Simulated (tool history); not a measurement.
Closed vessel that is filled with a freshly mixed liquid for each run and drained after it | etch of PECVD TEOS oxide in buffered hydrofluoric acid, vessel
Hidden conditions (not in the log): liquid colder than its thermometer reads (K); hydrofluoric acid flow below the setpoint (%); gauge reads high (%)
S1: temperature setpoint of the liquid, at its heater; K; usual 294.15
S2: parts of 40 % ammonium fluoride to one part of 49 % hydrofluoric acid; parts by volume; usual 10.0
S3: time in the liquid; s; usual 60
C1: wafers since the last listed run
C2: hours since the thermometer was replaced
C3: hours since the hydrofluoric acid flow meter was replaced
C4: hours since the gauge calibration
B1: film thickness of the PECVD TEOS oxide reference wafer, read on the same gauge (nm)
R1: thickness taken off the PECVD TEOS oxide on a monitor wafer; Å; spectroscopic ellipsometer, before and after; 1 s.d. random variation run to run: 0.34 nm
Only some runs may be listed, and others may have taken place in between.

| run | hour | S1 | S2 | S3 | C1 | C2 | C3 | C4 | B1 | R1 |
|---|---|---|---|---|---|---|---|---|---|---|
| 1 | 0.0 | 294.15 | 10.0 | 60 | 0 | 1131.3 | 993.8 | 1839.4 | 89.99 | 710.9 |
| 2 | 48.4 | 294.15 | 10.0 | 60 | 5878 | 1179.7 | 1042.2 | 1887.8 | 89.99 | 710.4 |
| 3 | 93.7 | 294.15 | 10.0 | 60 | 5501 | 1225.0 | 1087.5 | 1933.1 | 89.98 | 715.9 |
| 4 | 160.1 | 297.65 | 10.0 | 45 | 8064 | 1291.4 | 1153.9 | 1999.5 | 90.00 | 645.9 |
| 5 | 215.1 | 297.65 | 10.0 | 45 | 6679 | 1346.4 | 1208.9 | 2054.5 | 90.01 | 650.9 |
| 6 | 262.3 | 297.65 | 10.0 | 45 | 5732 | 1393.6 | 1256.1 | 2101.7 | 90.02 | 642.8 |
| 7 | 292.5 | 297.65 | 10.0 | 60 | 3667 | 1423.8 | 1286.3 | 2131.9 | 90.00 | 857.0 |
| 8 | 332.1 | 294.15 | 10.0 | 60 | 4809 | 1463.4 | 1325.9 | 2171.5 | 89.99 | 704.8 |
|  | 342.0 | thermometer replaced |
| 9 | 366.8 | 294.15 | 10.0 | 60 | 4092 | 24.8 | 1360.6 | 2206.2 | 90.00 | 732.0 |
| 10 | 403.2 | 294.15 | 10.0 | 60 | 4420 | 61.2 | 1397.0 | 2242.6 | 90.00 | 729.5 |
| 11 | 428.4 | 294.15 | 10.0 | 60 | 3060 | 86.4 | 1422.2 | 2267.8 | 90.01 | 738.5 |
| 12 | 602.5 | 294.15 | 10.0 | 60 | 21144 | 260.5 | 1596.3 | 2441.9 | 89.98 | 731.5 |
| 13 | 724.5 | 294.15 | 8.0 | 60 | 14816 | 382.5 | 1718.3 | 2563.9 | 89.99 | 890.6 |
|  | 738.2 | hydrofluoric acid flow meter replaced |
| 14 | 826.9 | 294.15 | 10.0 | 60 | 12315 | 484.9 | 88.7 | 2666.3 | 89.99 | 725.2 |
| 15 | 889.3 | 294.15 | 10.0 | 60 | 7578 | 547.3 | 151.1 | 2728.7 | 89.98 | 728.2 |
| 16 | 950.2 | 292.65 | 13.5 | 90 | 7396 | 608.2 | 212.0 | 2789.6 | 90.00 | 745.4 |
| 17 | 988.4 | 297.15 | 13.0 | 30 | 4639 | 646.4 | 250.2 | 2827.8 | 90.01 | 330.0 |
|  | 1003.5 | gauge calibrated |
| 18 | 1051.2 | 290.15 | 6.5 | 75 | 7627 | 709.2 | 313.0 | 47.7 | 89.99 | 1076.0 |
| 19 | 1092.3 | 294.15 | 9.0 | 85 | 4991 | 750.3 | 354.1 | 88.8 | 90.01 | 1094.3 |
| 20 | 1124.6 | 294.15 | 10.0 | 60 | 3922 | 782.6 | 386.4 | 121.1 | 89.99 | 725.1 |
| 21 | 1195.8 | 294.15 | 10.0 | 60 | 8647 | 853.8 | 457.6 | 192.3 | 90.02 | 716.0 |
| 22 | 1245.8 | 294.15 | 10.0 | 60 | 6072 | 903.8 | 507.6 | 242.3 | 89.99 | 723.3 |
| 23 | 1402.0 | 294.15 | 10.0 | 60 | 18970 | 1060.0 | 663.8 | 398.5 | 90.02 | 715.6 |
| 24 | 1447.0 | 294.15 | 10.0 | 60 | 5465 | 1105.0 | 708.8 | 443.5 | 89.99 | 714.6 |
| 25 | 1511.9 | 294.15 | 13.0 | 90 | 7882 | 1169.9 | 773.7 | 508.4 | 89.99 | 829.8 |
| 26 | 1575.5 | 291.15 | 11.5 | 45 | 7724 | 1233.5 | 837.3 | 572.0 | 89.99 | 393.7 |
| 27 | 1619.7 | 294.15 | 10.0 | 60 | 5368 | 1277.7 | 881.5 | 616.2 | 89.99 | 713.0 |
| 28 | 1682.9 | 296.15 | 8.0 | 40 | 7675 | 1340.9 | 944.7 | 679.4 | 89.99 | 643.9 |
|  | 1685.1 | thermometer replaced |
| 29 | 1741.9 | 294.15 | 11.0 | 45 | 7044 | 56.8 | 1003.7 | 738.4 | 90.00 | 498.9 |
| 30 | 1803.1 | 295.65 | 12.5 | 40 | 7432 | 118.0 | 1064.9 | 799.6 | 90.00 | 421.8 |
| 31 | 1848.2 | 295.65 | 13.0 | 40 | 5477 | 163.1 | 1110.0 | 844.7 | 90.01 | 409.2 |
| 32 | 1893.6 | 292.65 | 8.5 | 80 | 5513 | 208.5 | 1155.4 | 890.1 | 89.99 | 1022.6 |
| 33 | 2050.2 | 291.65 | 10.0 | 60 | 19019 | 365.1 | 1312.0 | 1046.7 | 90.00 | 633.1 |

4 ways to go on from here, each from the tool as it stands after run 33. What would each give?
| A | 2050.9 | 294.15 | 10.0 | 60 | 85 | 365.8 | 1312.7 | 1047.4 | ? | ? |
| B | 2050.9 | 298.15 | 12.0 | 60 | 85 | 365.8 | 1312.7 | 1047.4 | ? | ? |
| C | 2050.9 | 298.65 | 8.0 | 60 | 85 | 365.8 | 1312.7 | 1047.4 | ? | ? |
| D | 2050.9 | 298.65 | 10.0 | 40 | 85 | 365.8 | 1312.7 | 1047.4 | ? | ? |

| run | B1 | R1 |
|---|---|---|
| A | 90.00 | 727.4 |
| B | 90.00 | 758.7 |
| C | 90.00 | 1130.4 |
| D | 90.00 | 620.7 |
Without the tool's unlogged condition, the same runs would have read:
| run | R1 |
|---|---|
| A | 735.9 |
| B | 767.4 |
| C | 1143.3 |
| D | 627.8 |
